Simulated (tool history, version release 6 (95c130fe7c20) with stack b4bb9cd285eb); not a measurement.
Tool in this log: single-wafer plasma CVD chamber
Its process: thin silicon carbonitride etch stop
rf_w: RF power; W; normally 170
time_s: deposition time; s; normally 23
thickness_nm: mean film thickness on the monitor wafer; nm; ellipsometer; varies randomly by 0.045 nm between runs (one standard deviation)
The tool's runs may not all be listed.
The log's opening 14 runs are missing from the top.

run    hour  rf_w  time_s  read-back reference wafer on the same gauge, thickness_nm  thickness_nm
 15   765.2   190    19.1                                                     12.776         10.32
 16   789.6   170      23                                                     12.824         12.15
 17   848.7   200      23                                                     12.783        12.609
 18   894.9   150      25                                                     12.792        12.948
 19     963   170      23                                                     12.796        12.204
        996  -- showerhead replaced
 20  1025.5   180      27                                                     12.788        14.416
       1041  -- gauge calibrated
 21    1050   170      23                                                     12.829        12.149
 22  1086.1   140    19.9                                                     12.817        10.091
 23  1149.3   190    21.6                                                      12.81         11.67
 24  1200.6   170      23                                                     12.799        12.061
 25  1270.4   145      23                                                     12.781        11.846
 26  1303.1   160    18.7                                                     12.823         9.772
 27  1369.1   170      23                                                     12.807        12.142
 28  1399.2   195    20.6                                                      12.81        11.234
 29  1433.6   185    27.6                                                     12.815         14.74
 30  1461.8   145    26.9                                                     12.811        13.705
 31  1492.1   190      23                                                     12.811        12.432

Run 32 has not been measured yet. What should we expect?
 32  1553.3   170      23                                                          ?             ?

{"run 32": {"read-back reference wafer on the same gauge, thickness_nm": 12.792, "thickness_nm": 12.175}}
With the hidden condition absent and the run-to-run variation left alone, this run would have shown thickness_nm 12.175 nm.

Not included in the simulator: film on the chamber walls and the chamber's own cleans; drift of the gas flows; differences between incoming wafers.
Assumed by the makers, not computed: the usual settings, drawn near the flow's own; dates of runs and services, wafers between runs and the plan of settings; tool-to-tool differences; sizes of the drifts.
